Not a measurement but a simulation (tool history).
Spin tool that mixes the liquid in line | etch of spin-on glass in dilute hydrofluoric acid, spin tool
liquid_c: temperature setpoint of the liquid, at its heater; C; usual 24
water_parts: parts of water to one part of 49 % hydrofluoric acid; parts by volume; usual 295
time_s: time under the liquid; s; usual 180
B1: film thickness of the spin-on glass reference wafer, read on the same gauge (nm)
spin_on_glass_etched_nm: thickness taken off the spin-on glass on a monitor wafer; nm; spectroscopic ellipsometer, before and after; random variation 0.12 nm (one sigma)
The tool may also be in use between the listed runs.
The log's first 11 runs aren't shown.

Run 12, hour 1231.2: usual settings but time_s 100 s; B1 30.01. Result: spin_on_glass_etched_nm 9.76 nm.
Run 13, hour 1284.6: usual settings but time_s 240 s; B1 30.01. Result: spin_on_glass_etched_nm 23.41 nm.
Run 14, hour 1327.9: usual settings but time_s 240 s; B1 30. Result: spin_on_glass_etched_nm 23.69 nm.
Run 15, hour 1393.1: usual settings but time_s 240 s; B1 30. Result: spin_on_glass_etched_nm 23.26 nm.
Run 16, hour 1473.1: usual settings but liquid_c 19.5 C, time_s 285 s; B1 30.01. Result: spin_on_glass_etched_nm 23.48 nm.
Run 17, hour 1515.6: usual settings but liquid_c 27 C, water_parts 335 parts by volume; B1 29.97. Result: spin_on_glass_etched_nm 16.43 nm.
Run 18, hour 1553.7: usual settings; B1 30.01. Result: spin_on_glass_etched_nm 17.38 nm.
At hour 1641.6: thermometer replaced.
Run 19, hour 1656.9: usual settings; B1 30. Result: spin_on_glass_etched_nm 17.55 nm.
Run 20, hour 1712.6: usual settings; B1 30.01. Result: spin_on_glass_etched_nm 17.3 nm.
Run 21, hour 1759.2: usual settings but time_s 125 s; B1 30. Result: spin_on_glass_etched_nm 12.16 nm.
Run 22, hour 1957.1: usual settings but liquid_c 28 C, water_parts 435 parts by volume, time_s 140 s; B1 29.97. Result: spin_on_glass_etched_nm 9.04 nm.
Run 23, hour 2015.1: usual settings but water_parts 240 parts by volume; B1 29.98. Result: spin_on_glass_etched_nm 22.6 nm.
Run 24, hour 2105: usual settings but liquid_c 20 C, water_parts 150 parts by volume, time_s 110 s; B1 30.03. Result: spin_on_glass_etched_nm 20.83 nm.
Run 25, hour 2172.5: usual settings but liquid_c 21.5 C, water_parts 420 parts by volume, time_s 230 s; B1 30.01. Result: spin_on_glass_etched_nm 12.68 nm.
Run 26, hour 2212.5: usual settings but liquid_c 21.5 C, water_parts 350 parts by volume, time_s 285 s; B1 29.98. Result: spin_on_glass_etched_nm 19.96 nm.
Run 27, hour 2279.9: usual settings but liquid_c 21.5 C, water_parts 415 parts by volume, time_s 280 s; B1 29.98. Result: spin_on_glass_etched_nm 15.73 nm.
Run 28, hour 2317.7: usual settings but liquid_c 21.5 C, water_parts 370 parts by volume; B1 30. Result: spin_on_glass_etched_nm 11.71 nm.
Run 29, hour 2387: usual settings but time_s 120 s; B1 29.98. Result: spin_on_glass_etched_nm 11.62 nm.
Run 30, hour 2432.5: usual settings; B1 30.01. Result: spin_on_glass_etched_nm 17.42 nm.
Run 31, hour 2532.1: usual settings but liquid_c 27.5 C, water_parts 205 parts by volume, time_s 275 s; B1 29.99. Result: spin_on_glass_etched_nm 47.22 nm.
Run 32, hour 2617.5: usual settings; B1 29.98. Result: spin_on_glass_etched_nm 17.3 nm.
Run 33, hour 2665.6: usual settings but liquid_c 27 C, water_parts 335 parts by volume, time_s 115 s; B1 30. Result: spin_on_glass_etched_nm 10.14 nm.
Run 34, hour 2729.7: usual settings but liquid_c 26.5 C, water_parts 245 parts by volume, time_s 290 s; B1 30.01. Result: spin_on_glass_etched_nm 38.21 nm.

Forecast each of these 4 alternatives for the next run:
Run A, hour 2730.2: usual settings; B1 ?. Result: spin_on_glass_etched_nm ?.
Run B, hour 2730.2: usual settings but liquid_c 26 C, water_parts 230 parts by volume, time_s 275 s; B1 ?. Result: spin_on_glass_etched_nm ?.
Run C, hour 2730.2: usual settings but liquid_c 28 C; B1 ?. Result: spin_on_glass_etched_nm ?.
Run D, hour 2730.2: usual settings but liquid_c 21.5 C, water_parts 210 parts by volume, time_s 270 s; B1 ?. Result: spin_on_glass_etched_nm ?.

run  B1  spin_on_glass_etched_nm
  A  30                       17
  B  30                    38.25
  C  30                    19.46
  D  30                    35.67
Without the tool's hidden state the same runs would have given:
run  spin_on_glass_etched_nm
  A                    17.64
  B                    39.65
  C                    20.21
  D                    36.93
